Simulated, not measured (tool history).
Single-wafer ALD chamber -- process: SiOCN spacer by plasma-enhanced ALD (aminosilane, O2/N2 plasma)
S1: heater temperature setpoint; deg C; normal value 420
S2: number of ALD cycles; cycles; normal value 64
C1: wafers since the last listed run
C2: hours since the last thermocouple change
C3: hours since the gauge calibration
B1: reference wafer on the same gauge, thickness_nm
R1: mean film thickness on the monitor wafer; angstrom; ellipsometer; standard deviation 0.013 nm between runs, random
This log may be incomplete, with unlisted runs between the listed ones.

{"run": 1, "hour": 0.0, "S1": 420, "S2": 64, "C1": 0, "C2": 1032.3, "C3": 2006.6, "B1": 3.654, "R1": 35.24}
{"run": 2, "hour": 41.8, "S1": 409, "S2": 64, "C1": 238, "C2": 1074.1, "C3": 2048.4, "B1": 3.653, "R1": 36.45}
{"run": 3, "hour": 108.7, "S1": 409, "S2": 64, "C1": 381, "C2": 1141.0, "C3": 2115.3, "B1": 3.648, "R1": 36.41}
{"run": 4, "hour": 186.9, "S1": 420, "S2": 64, "C1": 445, "C2": 1219.2, "C3": 2193.5, "B1": 3.647, "R1": 35.26}
{"run": 5, "hour": 238.8, "S1": 420, "S2": 64, "C1": 295, "C2": 1271.1, "C3": 2245.4, "B1": 3.652, "R1": 35.09}
{"run": 6, "hour": 327.1, "S1": 420, "S2": 64, "C1": 503, "C2": 1359.4, "C3": 2333.7, "B1": 3.647, "R1": 35.3}
{"run": 7, "hour": 418.8, "S1": 411, "S2": 64, "C1": 522, "C2": 1451.1, "C3": 2425.4, "B1": 3.657, "R1": 36.31}
{"run": 8, "hour": 494.8, "S1": 411, "S2": 64, "C1": 433, "C2": 1527.1, "C3": 2501.4, "B1": 3.654, "R1": 36.19}
{"run": 9, "hour": 540.6, "S1": 420, "S2": 64, "C1": 261, "C2": 1572.9, "C3": 2547.2, "B1": 3.655, "R1": 35.38}
{"run": 10, "hour": 645.4, "S1": 420, "S2": 64, "C1": 597, "C2": 1677.7, "C3": 2652.0, "B1": 3.655, "R1": 35.17}
{"run": 11, "hour": 743.3, "S1": 420, "S2": 64, "C1": 558, "C2": 1775.6, "C3": 2749.9, "B1": 3.654, "R1": 35.35}
{"run": 12, "hour": 791.4, "S1": 431, "S2": 64, "C1": 274, "C2": 1823.7, "C3": 2798.0, "B1": 3.653, "R1": 33.9}
{"run": 13, "hour": 837.1, "S1": 431, "S2": 64, "C1": 260, "C2": 1869.4, "C3": 2843.7, "B1": 3.654, "R1": 33.9}
{"run": 14, "hour": 936.7, "S1": 420, "S2": 58, "C1": 567, "C2": 1969.0, "C3": 2943.3, "B1": 3.65, "R1": 32.13}
{"run": 15, "hour": 995.2, "S1": 420, "S2": 58, "C1": 333, "C2": 2027.5, "C3": 3001.8, "B1": 3.65, "R1": 31.95}
{"run": 16, "hour": 1076.6, "S1": 420, "S2": 64, "C1": 464, "C2": 2108.9, "C3": 3083.2, "B1": 3.648, "R1": 35.4}
{"run": 17, "hour": 1170.4, "S1": 420, "S2": 64, "C1": 534, "C2": 2202.7, "C3": 3177.0, "B1": 3.652, "R1": 35.54}
{"run": 18, "hour": 1213.4, "S1": 420, "S2": 64, "C1": 245, "C2": 2245.7, "C3": 3220.0, "B1": 3.65, "R1": 35.78}
{"run": 19, "hour": 1270.6, "S1": 420, "S2": 68, "C1": 326, "C2": 2302.9, "C3": 3277.2, "B1": 3.643, "R1": 37.65}
{"run": 20, "hour": 1358.6, "S1": 420, "S2": 68, "C1": 501, "C2": 2390.9, "C3": 3365.2, "B1": 3.649, "R1": 37.73}
{"hour": 1407.7, "done": "gauge calibrated"}
{"hour": 1432.3, "done": "thermocouple changed; heater temperature recalibrated"}
{"run": 21, "hour": 1450.8, "S1": 420, "S2": 68, "C1": 480, "C2": 18.5, "C3": 43.1, "B1": 3.649, "R1": 37.08}
{"run": 22, "hour": 1508.2, "S1": 420, "S2": 72, "C1": 327, "C2": 75.9, "C3": 100.5, "B1": 3.652, "R1": 39.49}
{"run": 23, "hour": 1546.5, "S1": 411, "S2": 64, "C1": 218, "C2": 114.2, "C3": 138.8, "B1": 3.65, "R1": 36.16}
{"run": 24, "hour": 1640.9, "S1": 424, "S2": 64, "C1": 538, "C2": 208.6, "C3": 233.2, "B1": 3.65, "R1": 34.57}
{"run": 25, "hour": 1743.3, "S1": 431, "S2": 56, "C1": 583, "C2": 311.0, "C3": 335.6, "B1": 3.651, "R1": 29.57}
{"run": 26, "hour": 1826.8, "S1": 411, "S2": 60, "C1": 476, "C2": 394.5, "C3": 419.1, "B1": 3.651, "R1": 33.66}
{"run": 27, "hour": 1891.0, "S1": 420, "S2": 64, "C1": 365, "C2": 458.7, "C3": 483.3, "B1": 3.649, "R1": 34.94}
{"run": 28, "hour": 1965.9, "S1": 415, "S2": 53, "C1": 426, "C2": 533.6, "C3": 558.2, "B1": 3.647, "R1": 29.7}
{"run": 29, "hour": 2022.8, "S1": 420, "S2": 55, "C1": 324, "C2": 590.5, "C3": 615.1, "B1": 3.654, "R1": 30.09}
{"run": 30, "hour": 2068.6, "S1": 420, "S2": 64, "C1": 261, "C2": 636.3, "C3": 660.9, "B1": 3.648, "R1": 35.02}
{"run": 31, "hour": 2123.9, "S1": 420, "S2": 64, "C1": 315, "C2": 691.6, "C3": 716.2, "B1": 3.653, "R1": 34.92}
{"run": 32, "hour": 2165.4, "S1": 420, "S2": 64, "C1": 236, "C2": 733.1, "C3": 757.7, "B1": 3.651, "R1": 35.0}
{"run": 33, "hour": 2205.8, "S1": 406, "S2": 72, "C1": 230, "C2": 773.5, "C3": 798.1, "B1": 3.652, "R1": 41.44}
{"run": 34, "hour": 2246.4, "S1": 426, "S2": 56, "C1": 231, "C2": 814.1, "C3": 838.7, "B1": 3.647, "R1": 30.23}
{"run": 35, "hour": 2317.8, "S1": 416, "S2": 51, "C1": 407, "C2": 885.5, "C3": 910.1, "B1": 3.647, "R1": 28.31}
{"run": 36, "hour": 2365.5, "S1": 420, "S2": 64, "C1": 271, "C2": 933.2, "C3": 957.8, "B1": 3.649, "R1": 35.25}
{"run": 37, "hour": 2445.8, "S1": 420, "S2": 74, "C1": 457, "C2": 1013.5, "C3": 1038.1, "B1": 3.645, "R1": 40.68}
{"run": 38, "hour": 2489.3, "S1": 409, "S2": 74, "C1": 247, "C2": 1057.0, "C3": 1081.6, "B1": 3.65, "R1": 42.17}
{"run": 39, "hour": 2594.9, "S1": 426, "S2": 68, "C1": 601, "C2": 1162.6, "C3": 1187.2, "B1": 3.655, "R1": 36.97}
{"run": 40, "hour": 2670.2, "S1": 435, "S2": 64, "C1": 429, "C2": 1237.9, "C3": 1262.5, "B1": 3.65, "R1": 33.46}
{"run": 41, "hour": 2708.8, "S1": 429, "S2": 61, "C1": 220, "C2": 1276.5, "C3": 1301.1, "B1": 3.66, "R1": 32.64}
{"run": 42, "hour": 2817.8, "S1": 420, "S2": 64, "C1": 621, "C2": 1385.5, "C3": 1410.1, "B1": 3.65, "R1": 35.4}
{"run": 43, "hour": 3004.9, "S1": 408, "S2": 73, "C1": 1066, "C2": 1572.6, "C3": 1597.2, "B1": 3.654, "R1": 41.65}
{"run": 44, "hour": 3052.9, "S1": 429, "S2": 73, "C1": 273, "C2": 1620.6, "C3": 1645.2, "B1": 3.644, "R1": 38.9}
{"run": 45, "hour": 3093.8, "S1": 420, "S2": 64, "C1": 233, "C2": 1661.5, "C3": 1686.1, "B1": 3.657, "R1": 35.62}

Results for each run, recomputed without the tool's hidden state and with each run's random variation untouched:
What the log doesn't record here: wafer temperature above the value expected at the setpoint (K); gauge reads high (%).
run=1 R1=35.18
run=2 R1=36.38
run=3 R1=36.32
run=4 R1=35.15
run=5 R1=34.97
run=6 R1=35.15
run=7 R1=36.13
run=8 R1=35.99
run=9 R1=35.16
run=10 R1=34.92
run=11 R1=35.06
run=12 R1=33.59
run=13 R1=33.57
run=14 R1=31.79
run=15 R1=31.59
run=16 R1=34.96
run=17 R1=35.05
run=18 R1=35.27
run=19 R1=37.08
run=20 R1=37.11
run=21 R1=37.07
run=22 R1=39.48
run=23 R1=36.16
run=24 R1=34.56
run=25 R1=29.56
run=26 R1=33.64
run=27 R1=34.92
run=28 R1=29.68
run=29 R1=30.06
run=30 R1=34.98
run=31 R1=34.87
run=32 R1=34.94
run=33 R1=41.37
run=34 R1=30.17
run=35 R1=28.23
run=36 R1=35.15
run=37 R1=40.55
run=38 R1=42.02
run=39 R1=36.81
run=40 R1=33.29
run=41 R1=32.46
run=42 R1=35.18
run=43 R1=41.33
run=44 R1=38.56
run=45 R1=35.31

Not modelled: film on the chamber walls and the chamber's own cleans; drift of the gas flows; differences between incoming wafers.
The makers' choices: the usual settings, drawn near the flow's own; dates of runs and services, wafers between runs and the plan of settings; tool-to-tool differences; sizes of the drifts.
